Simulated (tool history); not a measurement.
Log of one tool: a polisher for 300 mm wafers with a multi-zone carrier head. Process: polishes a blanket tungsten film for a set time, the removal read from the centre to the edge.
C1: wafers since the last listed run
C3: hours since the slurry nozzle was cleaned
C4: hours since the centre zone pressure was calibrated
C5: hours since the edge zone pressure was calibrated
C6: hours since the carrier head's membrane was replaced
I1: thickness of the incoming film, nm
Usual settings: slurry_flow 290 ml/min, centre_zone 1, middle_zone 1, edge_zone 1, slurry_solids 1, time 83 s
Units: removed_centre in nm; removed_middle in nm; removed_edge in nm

{"run": 1, "hour": 0.0, "slurry_flow": 350, "centre_zone": 1, "middle_zone": 1, "edge_zone": 1, "slurry_solids": 1.2, "time": 83, "C1": 0, "wafers polished on this pad": 1966, "C3": 128.5, "C4": 86.7, "C5": 236.2, "C6": 221.4, "I1": 1233.7, "removed_centre": 473.7, "removed_middle": 470.3, "removed_edge": 471.2}
{"run": 2, "hour": 33.5, "slurry_flow": 290, "centre_zone": 1, "middle_zone": 0.94, "edge_zone": 1, "slurry_solids": 1, "time": 65, "C1": 326, "wafers polished on this pad": 2293, "C3": 162, "C4": 120.2, "C5": 269.7, "C6": 254.9, "I1": 1263.8, "removed_centre": 341.8, "removed_middle": 322.4, "removed_edge": 332.6}
{"hour": 38.0, "done": "worn pad replaced by a new one"}
{"run": 3, "hour": 55.3, "slurry_flow": 290, "centre_zone": 1, "middle_zone": 1.06, "edge_zone": 1, "slurry_solids": 1, "time": 83, "C1": 173, "wafers polished on this pad": 168, "C3": 183.8, "C4": 142, "C5": 291.5, "C6": 276.7, "I1": 1245.1, "removed_centre": 466.2, "removed_middle": 490.1, "removed_edge": 473.3}
{"run": 4, "hour": 72.7, "slurry_flow": 290, "centre_zone": 1, "middle_zone": 0.97, "edge_zone": 1, "slurry_solids": 1, "time": 83, "C1": 169, "wafers polished on this pad": 338, "C3": 201.2, "C4": 159.4, "C5": 308.9, "C6": 294.1, "I1": 1246.6, "removed_centre": 461.9, "removed_middle": 450.1, "removed_edge": 452.2}
{"run": 5, "hour": 108.5, "slurry_flow": 345, "centre_zone": 1, "middle_zone": 1.11, "edge_zone": 1, "slurry_solids": 1, "time": 71, "C1": 349, "wafers polished on this pad": 687, "C3": 237, "C4": 195.2, "C5": 344.7, "C6": 329.9, "I1": 1226.1, "removed_centre": 396.5, "removed_middle": 419, "removed_edge": 385.5}
{"run": 6, "hour": 136.4, "slurry_flow": 290, "centre_zone": 1, "middle_zone": 1.07, "edge_zone": 1, "slurry_solids": 1, "time": 57, "C1": 272, "wafers polished on this pad": 959, "C3": 264.9, "C4": 223.1, "C5": 372.6, "C6": 357.8, "I1": 1264.5, "removed_centre": 309.3, "removed_middle": 321.9, "removed_edge": 304.1}
{"run": 7, "hour": 171.0, "slurry_flow": 290, "centre_zone": 1, "middle_zone": 1.06, "edge_zone": 0.94, "slurry_solids": 0.85, "time": 83, "C1": 337, "wafers polished on this pad": 1297, "C3": 299.5, "C4": 257.7, "C5": 407.2, "C6": 392.4, "I1": 1256.2, "removed_centre": 413.7, "removed_middle": 433.5, "removed_edge": 399.3}
{"run": 8, "hour": 198.3, "slurry_flow": 225, "centre_zone": 1, "middle_zone": 1.09, "edge_zone": 1.11, "slurry_solids": 1, "time": 83, "C1": 266, "wafers polished on this pad": 1563, "C3": 326.8, "C4": 285, "C5": 434.5, "C6": 419.7, "I1": 1248.3, "removed_centre": 425.7, "removed_middle": 452.3, "removed_edge": 446}
{"run": 9, "hour": 214.8, "slurry_flow": 340, "centre_zone": 1, "middle_zone": 1, "edge_zone": 1, "slurry_solids": 1.25, "time": 83, "C1": 160, "wafers polished on this pad": 1724, "C3": 343.3, "C4": 301.5, "C5": 451, "C6": 436.2, "I1": 1254.5, "removed_centre": 486.4, "removed_middle": 475.9, "removed_edge": 480.5}
{"run": 10, "hour": 242.3, "slurry_flow": 290, "centre_zone": 1, "middle_zone": 1.11, "edge_zone": 1, "slurry_solids": 1, "time": 83, "C1": 268, "wafers polished on this pad": 1993, "C3": 370.8, "C4": 329, "C5": 478.5, "C6": 463.7, "I1": 1255.6, "removed_centre": 440.1, "removed_middle": 471.3, "removed_edge": 433.2}
{"hour": 260.7, "done": "centre zone pressure recalibrated"}
{"run": 11, "hour": 267.4, "slurry_flow": 355, "centre_zone": 1, "middle_zone": 1, "edge_zone": 1, "slurry_solids": 1.15, "time": 91, "C1": 225, "wafers polished on this pad": 2218, "C3": 395.9, "C4": 6.7, "C5": 503.6, "C6": 488.8, "I1": 1260.4, "removed_centre": 517.8, "removed_middle": 509.9, "removed_edge": 507.4}
{"hour": 271.8, "done": "worn pad replaced by a new one"}
{"run": 12, "hour": 288.0, "slurry_flow": 380, "centre_zone": 1, "middle_zone": 0.93, "edge_zone": 0.94, "slurry_solids": 0.7, "time": 83, "C1": 161, "wafers polished on this pad": 158, "C3": 416.5, "C4": 27.3, "C5": 524.2, "C6": 509.4, "I1": 1243.9, "removed_centre": 418.2, "removed_middle": 390.8, "removed_edge": 398.1}
{"run": 13, "hour": 304.0, "slurry_flow": 290, "centre_zone": 1.1, "middle_zone": 1, "edge_zone": 1, "slurry_solids": 1, "time": 83, "C1": 156, "wafers polished on this pad": 314, "C3": 432.5, "C4": 43.3, "C5": 540.2, "C6": 525.4, "I1": 1275, "removed_centre": 506.7, "removed_middle": 460.2, "removed_edge": 461.9}
{"run": 14, "hour": 317.3, "slurry_flow": 215, "centre_zone": 0.94, "middle_zone": 1.04, "edge_zone": 1, "slurry_solids": 1.25, "time": 83, "C1": 129, "wafers polished on this pad": 444, "C3": 445.8, "C4": 56.6, "C5": 553.5, "C6": 538.7, "I1": 1268, "removed_centre": 447.1, "removed_middle": 487.1, "removed_edge": 473.8}
{"run": 15, "hour": 342.9, "slurry_flow": 220, "centre_zone": 1, "middle_zone": 1, "edge_zone": 1, "slurry_solids": 1, "time": 83, "C1": 249, "wafers polished on this pad": 693, "C3": 471.4, "C4": 82.2, "C5": 579.1, "C6": 564.3, "I1": 1263.4, "removed_centre": 430.5, "removed_middle": 431.8, "removed_edge": 438.3}
{"run": 16, "hour": 370.0, "slurry_flow": 290, "centre_zone": 1, "middle_zone": 1, "edge_zone": 1, "slurry_solids": 1, "time": 83, "C1": 264, "wafers polished on this pad": 958, "C3": 498.5, "C4": 109.3, "C5": 606.2, "C6": 591.4, "I1": 1260.4, "removed_centre": 447.1, "removed_middle": 435.9, "removed_edge": 443.8}
{"run": 17, "hour": 382.2, "slurry_flow": 325, "centre_zone": 1, "middle_zone": 1.11, "edge_zone": 1, "slurry_solids": 1, "time": 63, "C1": 119, "wafers polished on this pad": 1077, "C3": 510.7, "C4": 121.5, "C5": 618.4, "C6": 603.6, "I1": 1240.4, "removed_centre": 340.8, "removed_middle": 364.6, "removed_edge": 338.7}
{"run": 18, "hour": 406.0, "slurry_flow": 290, "centre_zone": 1, "middle_zone": 1, "edge_zone": 1, "slurry_solids": 1, "time": 83, "C1": 232, "wafers polished on this pad": 1309, "C3": 534.5, "C4": 145.3, "C5": 642.2, "C6": 627.4, "I1": 1261.4, "removed_centre": 440, "removed_middle": 435.2, "removed_edge": 441.2}
{"run": 19, "hour": 423.1, "slurry_flow": 290, "centre_zone": 1.05, "middle_zone": 1, "edge_zone": 1, "slurry_solids": 1, "time": 83, "C1": 166, "wafers polished on this pad": 1476, "C3": 551.6, "C4": 162.4, "C5": 659.3, "C6": 644.5, "I1": 1236, "removed_centre": 461, "removed_middle": 436.6, "removed_edge": 438.7}
{"run": 20, "hour": 448.7, "slurry_flow": 245, "centre_zone": 1, "middle_zone": 1, "edge_zone": 1, "slurry_solids": 1, "time": 83, "C1": 249, "wafers polished on this pad": 1726, "C3": 577.2, "C4": 188, "C5": 684.9, "C6": 670.1, "I1": 1276.5, "removed_centre": 426.6, "removed_middle": 425.2, "removed_edge": 432}
{"run": 21, "hour": 463.6, "slurry_flow": 310, "centre_zone": 1, "middle_zone": 1, "edge_zone": 1, "slurry_solids": 1, "time": 83, "C1": 145, "wafers polished on this pad": 1871, "C3": 592.1, "C4": 202.9, "C5": 699.8, "C6": 685, "I1": 1237.2, "removed_centre": 441.7, "removed_middle": 434.9, "removed_edge": 434.2}
{"run": 22, "hour": 485.3, "slurry_flow": 290, "centre_zone": 1, "middle_zone": 1, "edge_zone": 1, "slurry_solids": 1, "time": 74, "C1": 211, "wafers polished on this pad": 2083, "C3": 613.8, "C4": 224.6, "C5": 721.5, "C6": 706.7, "I1": 1272.6, "removed_centre": 391.8, "removed_middle": 388.5, "removed_edge": 387.4}

Measured less the same run without the tool's hidden state. The same run-to-run variation is in both; the gauge's scatter may not be:
The hidden state here: removal rate lost through wear of the pad, %; slurry flow missing at the pad, %; deviation of the centre zone's pressure from its setpoint, %; deviation of the edge zone's pressure from its setpoint, %.
run=1 removed_centre=-42.3 removed_middle=-42 removed_edge=-42
run=2 removed_centre=-31.4 removed_middle=-29.6 removed_edge=-30.5
run=3 removed_centre=-8.9 removed_middle=-9.4 removed_edge=-9.1
run=4 removed_centre=-15.9 removed_middle=-15.4 removed_edge=-15.5
run=5 removed_centre=-22.6 removed_middle=-23.9 removed_edge=-22
run=6 removed_centre=-21.3 removed_middle=-22.1 removed_edge=-21
run=7 removed_centre=-32.6 removed_middle=-34.2 removed_edge=-31.5
run=8 removed_centre=-35.8 removed_middle=-38.1 removed_edge=-37.5
run=9 removed_centre=-42.1 removed_middle=-41.1 removed_edge=-41.5
run=10 removed_centre=-39.3 removed_middle=-42.1 removed_edge=-38.7
run=11 removed_centre=-47.3 removed_middle=-46.5 removed_edge=-46.3
run=12 removed_centre=-8.1 removed_middle=-7.6 removed_edge=-7.7
run=13 removed_centre=-17 removed_middle=-15.5 removed_edge=-15.5
run=14 removed_centre=-19.4 removed_middle=-21.2 removed_edge=-20.6
run=15 removed_centre=-25.3 removed_middle=-25.3 removed_edge=-25.7
run=16 removed_centre=-31.4 removed_middle=-30.6 removed_edge=-31.1
run=17 removed_centre=-25.3 removed_middle=-27 removed_edge=-25.1
run=18 removed_centre=-35.5 removed_middle=-35.1 removed_edge=-35.5
run=19 removed_centre=-38.7 removed_middle=-36.7 removed_edge=-36.8
run=20 removed_centre=-37.5 removed_middle=-37.4 removed_edge=-38
run=21 removed_centre=-39.6 removed_middle=-39 removed_edge=-38.9
run=22 removed_centre=-35.8 removed_middle=-35.6 removed_edge=-35.4
